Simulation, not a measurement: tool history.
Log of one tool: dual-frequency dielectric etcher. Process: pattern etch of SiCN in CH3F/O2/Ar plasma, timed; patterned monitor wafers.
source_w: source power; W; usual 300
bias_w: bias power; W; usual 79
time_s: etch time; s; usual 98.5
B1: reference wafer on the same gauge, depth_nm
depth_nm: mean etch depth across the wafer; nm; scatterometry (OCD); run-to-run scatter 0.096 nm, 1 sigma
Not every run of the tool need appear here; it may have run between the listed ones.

{"run": 1, "hour": 0.0, "source_w": 300, "bias_w": 79, "time_s": 115.5, "B1": 41.98, "depth_nm": 43.05}
{"run": 2, "hour": 15.1, "source_w": 300, "bias_w": 79, "time_s": 115.5, "B1": 42.02, "depth_nm": 43.21}
{"run": 3, "hour": 31.5, "source_w": 300, "bias_w": 79, "time_s": 115.5, "B1": 42.03, "depth_nm": 42.79}
{"run": 4, "hour": 38.8, "source_w": 300, "bias_w": 73, "time_s": 98.5, "B1": 42.03, "depth_nm": 36.11}
{"run": 5, "hour": 52.2, "source_w": 300, "bias_w": 73, "time_s": 98.5, "B1": 42.04, "depth_nm": 35.83}
{"run": 6, "hour": 59.5, "source_w": 300, "bias_w": 73, "time_s": 98.5, "B1": 42.02, "depth_nm": 35.86}
{"run": 7, "hour": 70.1, "source_w": 300, "bias_w": 67, "time_s": 98.5, "B1": 41.97, "depth_nm": 35.27}
{"run": 8, "hour": 93.6, "source_w": 300, "bias_w": 79, "time_s": 98.5, "B1": 42, "depth_nm": 36.98}
{"hour": 129.0, "done": "upper electrode replaced"}
{"run": 9, "hour": 129.5, "source_w": 300, "bias_w": 79, "time_s": 98.5, "B1": 41.98, "depth_nm": 36.86}
{"run": 10, "hour": 129.8, "source_w": 300, "bias_w": 79, "time_s": 98.5, "B1": 41.99, "depth_nm": 36.9}
{"run": 11, "hour": 158.9, "source_w": 300, "bias_w": 79, "time_s": 98.5, "B1": 41.98, "depth_nm": 36.84}
{"run": 12, "hour": 166.1, "source_w": 300, "bias_w": 79, "time_s": 98.5, "B1": 41.99, "depth_nm": 36.84}
{"run": 13, "hour": 178.2, "source_w": 300, "bias_w": 79, "time_s": 98.5, "B1": 42.08, "depth_nm": 36.6}
{"run": 14, "hour": 186.5, "source_w": 300, "bias_w": 79, "time_s": 98.5, "B1": 42, "depth_nm": 36.84}
{"run": 15, "hour": 193.4, "source_w": 320, "bias_w": 79, "time_s": 107, "B1": 42, "depth_nm": 41.16}
{"hour": 195.3, "done": "gauge calibrated"}
{"run": 16, "hour": 205.3, "source_w": 300, "bias_w": 79, "time_s": 98.5, "B1": 42.02, "depth_nm": 36.84}
{"run": 17, "hour": 212.0, "source_w": 370, "bias_w": 79, "time_s": 87, "B1": 42.01, "depth_nm": 35.09}
{"run": 18, "hour": 218.2, "source_w": 270, "bias_w": 61, "time_s": 123.5, "B1": 41.99, "depth_nm": 41.98}
{"hour": 231.4, "done": "bias power generator calibrated"}
{"run": 19, "hour": 233.5, "source_w": 250, "bias_w": 64, "time_s": 98.5, "B1": 42.01, "depth_nm": 33.12}
{"run": 20, "hour": 240.3, "source_w": 300, "bias_w": 79, "time_s": 98.5, "B1": 41.97, "depth_nm": 37.03}
{"run": 21, "hour": 251.7, "source_w": 300, "bias_w": 73, "time_s": 98.5, "B1": 42.03, "depth_nm": 36.23}
{"run": 22, "hour": 266.0, "source_w": 250, "bias_w": 64, "time_s": 98.5, "B1": 42, "depth_nm": 32.97}
{"hour": 294.2, "done": "source power generator calibrated"}
{"hour": 301.4, "done": "wet clean of the chamber"}
{"run": 23, "hour": 301.9, "source_w": 300, "bias_w": 67, "time_s": 98.5, "B1": 41.99, "depth_nm": 34.92}
{"run": 24, "hour": 302.2, "source_w": 220, "bias_w": 95, "time_s": 98.5, "B1": 42, "depth_nm": 34.35}
{"run": 25, "hour": 303.8, "source_w": 370, "bias_w": 62, "time_s": 125.5, "B1": 42, "depth_nm": 47.44}
{"run": 26, "hour": 310.6, "source_w": 230, "bias_w": 90, "time_s": 80.5, "B1": 41.99, "depth_nm": 28.01}
{"run": 27, "hour": 324.9, "source_w": 300, "bias_w": 79, "time_s": 98.5, "B1": 41.96, "depth_nm": 36.42}
{"run": 28, "hour": 334.9, "source_w": 300, "bias_w": 79, "time_s": 98.5, "B1": 42.04, "depth_nm": 36.34}
{"run": 29, "hour": 345.1, "source_w": 300, "bias_w": 66, "time_s": 78, "B1": 42.03, "depth_nm": 27.78}
{"run": 30, "hour": 361.8, "source_w": 240, "bias_w": 79, "time_s": 122, "B1": 41.98, "depth_nm": 41.61}
{"run": 31, "hour": 395.3, "source_w": 370, "bias_w": 64, "time_s": 124, "B1": 41.96, "depth_nm": 47.43}

A few steps of depth_nm between consecutive runs. Split each: what settings, incoming material and random variation would produce without the hidden state, and what is left over for the hidden state, along with gauge scatter present in only one of the two compared results (measured, and without hidden state):
The tool's hidden condition here consists of: etch rate over this chamber's usual, %; source power that arrives over what is set, %; bias power that arrives over what is set, %; gauge reads high (%).
Run 17 -> 18: source_w 370 -> 270, bias_w 79 -> 61, time_s 87 -> 123.5. depth_nm +6.89 nm: hidden state +0.11, all else +6.78.
Run 18 -> 19: source_w 270 -> 250, bias_w 61 -> 64, time_s 123.5 -> 98.5, bias power generator calibrated. depth_nm -8.86 nm: hidden state -0.11, all else -8.75.
Run 22 -> 23: source_w 250 -> 300, bias_w 64 -> 67, source power generator calibrated, wet clean of the chamber. depth_nm +1.95 nm: hidden state -0.47, all else +2.42.
Run 24 -> 25: source_w 220 -> 370, bias_w 95 -> 62, time_s 98.5 -> 125.5. depth_nm +13.09 nm: hidden state +0.02, all else +13.07.
Run 25 -> 26: source_w 370 -> 230, bias_w 62 -> 90, time_s 125.5 -> 80.5. depth_nm -19.43 nm: hidden state -0.02, all else -19.41.
Run 29 -> 30: source_w 300 -> 240, bias_w 66 -> 79, time_s 78 -> 122. depth_nm +13.83 nm: hidden state +0.06, all else +13.77.

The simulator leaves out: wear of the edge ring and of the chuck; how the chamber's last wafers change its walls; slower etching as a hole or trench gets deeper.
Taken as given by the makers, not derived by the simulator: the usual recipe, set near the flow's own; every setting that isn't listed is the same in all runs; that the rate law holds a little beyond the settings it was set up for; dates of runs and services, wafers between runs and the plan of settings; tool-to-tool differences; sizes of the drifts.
